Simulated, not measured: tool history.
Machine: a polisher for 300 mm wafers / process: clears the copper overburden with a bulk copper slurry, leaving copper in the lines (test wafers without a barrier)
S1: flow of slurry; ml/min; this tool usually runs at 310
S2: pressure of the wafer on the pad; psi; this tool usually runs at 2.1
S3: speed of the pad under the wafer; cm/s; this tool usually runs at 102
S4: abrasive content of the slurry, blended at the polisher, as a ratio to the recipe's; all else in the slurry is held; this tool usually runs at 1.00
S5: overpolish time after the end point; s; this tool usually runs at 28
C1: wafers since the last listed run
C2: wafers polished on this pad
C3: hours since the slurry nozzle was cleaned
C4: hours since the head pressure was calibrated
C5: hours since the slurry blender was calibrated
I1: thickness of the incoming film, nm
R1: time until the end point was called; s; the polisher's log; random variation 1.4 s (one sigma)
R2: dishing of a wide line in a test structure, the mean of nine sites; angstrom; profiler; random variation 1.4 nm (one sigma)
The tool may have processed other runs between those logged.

| run | hour | S1 | S2 | S3 | S4 | S5 | C1 | C2 | C3 | C4 | C5 | I1 | R1 | R2 |
|---|---|---|---|---|---|---|---|---|---|---|---|---|---|---|
| 1 | 0.0 | 310 | 2.1 | 102 | 1.00 | 28 | 0 | 87 | 275.7 | 379.8 | 101.7 | 1117.8 | 124.0 | 691 |
| 2 | 17.7 | 310 | 2.1 | 102 | 1.00 | 42 | 120 | 207 | 293.4 | 397.5 | 119.4 | 1105.0 | 121.8 | 805 |
| 3 | 25.7 | 355 | 2.1 | 92 | 1.00 | 28 | 54 | 261 | 301.4 | 405.5 | 127.4 | 1123.6 | 134.1 | 697 |
| 4 | 34.2 | 310 | 2.1 | 102 | 1.15 | 28 | 57 | 319 | 309.9 | 414.0 | 135.9 | 1106.6 | 121.3 | 705 |
| 5 | 60.2 | 310 | 2.1 | 102 | 1.10 | 28 | 176 | 495 | 335.9 | 440.0 | 161.9 | 1097.4 | 117.9 | 736 |
| 6 | 71.6 | 345 | 2.1 | 102 | 1.00 | 28 | 77 | 573 | 347.3 | 451.4 | 173.3 | 1117.7 | 120.2 | 735 |
| 7 | 86.0 | 310 | 2.1 | 102 | 1.25 | 28 | 97 | 671 | 361.7 | 465.8 | 187.7 | 1106.9 | 116.9 | 718 |
|  | 102.9 | slurry nozzle cleaned |
|  | 124.8 | head pressure recalibrated |
| 8 | 128.6 | 310 | 2.1 | 74 | 1.00 | 28 | 268 | 939 | 25.7 | 3.8 | 230.3 | 1084.8 | 148.8 | 677 |
|  | 137.6 | worn pad replaced by a new one |
| 9 | 138.1 | 310 | 2.1 | 116 | 1.00 | 28 | 37 | 3 | 35.2 | 13.3 | 239.8 | 1103.0 | 96.3 | 743 |
| 10 | 145.0 | 265 | 1.6 | 102 | 1.00 | 28 | 46 | 50 | 42.1 | 20.2 | 246.7 | 1113.6 | 148.2 | 666 |
|  | 156.7 | slurry blender recalibrated |
| 11 | 159.4 | 310 | 2.3 | 102 | 0.85 | 17 | 84 | 134 | 56.5 | 34.6 | 2.7 | 1109.9 | 105.0 | 682 |
| 12 | 168.4 | 310 | 2.8 | 102 | 0.80 | 33 | 61 | 195 | 65.5 | 43.6 | 11.7 | 1104.9 | 85.0 | 835 |
| 13 | 178.6 | 310 | 2.1 | 120 | 1.00 | 28 | 69 | 264 | 75.7 | 53.8 | 21.9 | 1107.0 | 93.0 | 782 |
| 14 | 187.3 | 310 | 2.7 | 74 | 1.25 | 28 | 59 | 323 | 84.4 | 62.5 | 30.6 | 1107.7 | 112.3 | 777 |
| 15 | 202.1 | 395 | 2.1 | 72 | 0.80 | 36 | 100 | 424 | 99.2 | 77.3 | 45.4 | 1107.4 | 160.3 | 745 |
| 16 | 216.9 | 265 | 2.6 | 102 | 1.00 | 28 | 100 | 524 | 114.0 | 92.1 | 60.2 | 1107.0 | 91.4 | 803 |
|  | 236.6 | head pressure recalibrated, repeated, since the last time left the tool worse |
| 17 | 237.1 | 360 | 2.1 | 80 | 1.10 | 38 | 123 | 648 | 134.2 | 0.5 | 80.4 | 1089.1 | 151.4 | 726 |
| 18 | 242.4 | 370 | 1.6 | 102 | 1.00 | 28 | 35 | 684 | 139.5 | 5.8 | 85.7 | 1119.5 | 162.6 | 603 |
| 19 | 255.6 | 360 | 2.1 | 102 | 1.00 | 28 | 89 | 773 | 152.7 | 19.0 | 98.9 | 1101.3 | 123.7 | 708 |
| 20 | 270.0 | 370 | 1.6 | 102 | 1.00 | 28 | 97 | 871 | 167.1 | 33.4 | 113.3 | 1102.9 | 160.3 | 604 |
| 21 | 277.7 | 310 | 2.1 | 102 | 1.00 | 28 | 52 | 923 | 174.8 | 41.1 | 121.0 | 1098.1 | 125.5 | 702 |
| 22 | 285.0 | 310 | 2.1 | 102 | 1.00 | 18 | 49 | 973 | 182.1 | 48.4 | 128.3 | 1100.2 | 124.4 | 626 |
| 23 | 297.4 | 310 | 2.1 | 102 | 1.00 | 28 | 84 | 1057 | 194.5 | 60.8 | 140.7 | 1105.3 | 124.9 | 697 |
|  | 302.4 | worn pad replaced by a new one |
| 24 | 308.1 | 400 | 1.6 | 120 | 0.75 | 28 | 45 | 38 | 205.2 | 71.5 | 151.4 | 1102.4 | 142.7 | 644 |
| 25 | 315.3 | 310 | 2.1 | 102 | 1.00 | 28 | 48 | 87 | 212.4 | 78.7 | 158.6 | 1109.3 | 125.7 | 701 |
| 26 | 333.1 | 310 | 2.1 | 102 | 1.10 | 17 | 120 | 208 | 230.2 | 96.5 | 176.4 | 1119.1 | 126.4 | 584 |
| 27 | 343.6 | 310 | 2.1 | 114 | 1.00 | 28 | 71 | 279 | 240.7 | 107.0 | 186.9 | 1116.2 | 114.8 | 736 |

What differs in the tool's unlogged condition from the final listed run ahead of each entry between runs to the first listed run following it?
In the gap between runs 7 and 8: slurry nozzle cleaned (hour 102.9); head pressure recalibrated (hour 124.8)
  deviation of the head's pressure from its setpoint, %: 6.11 -> 15.2
  measured minus no-state result, R1: -7.1 -> -22.7 s; R2: +18 -> +49 angstrom
In the gap between runs 8 and 9: worn pad replaced by a new one (hour 137.6)
  no difference in the tool's unlogged condition between these two runs
  measured minus no-state result, R1: -22.7 -> -14.7 s; R2: +49 -> +40 angstrom
In the gap between runs 10 and 11: slurry blender recalibrated (hour 156.7)
  deviation of the head's pressure from its setpoint, %: 15.2 -> 15.3
  measured minus no-state result, R1: -22.5 -> -16.0 s; R2: +48 -> +53 angstrom
In the gap between runs 16 and 17: head pressure recalibrated, repeated, since the last time left the tool worse (hour 236.6)
  deviation of the head's pressure from its setpoint, %: 15.5 -> 1.48
  measured minus no-state result, R1: -14.2 -> -2.2 s; R2: +41 -> +5 angstrom
In the gap between runs 23 and 24: worn pad replaced by a new one (hour 302.4)
  deviation of the head's pressure from its setpoint, %: 1.6 -> 1.64
  measured minus no-state result, R1: -2.0 -> -2.4 s; R2: +5 -> +5 angstrom
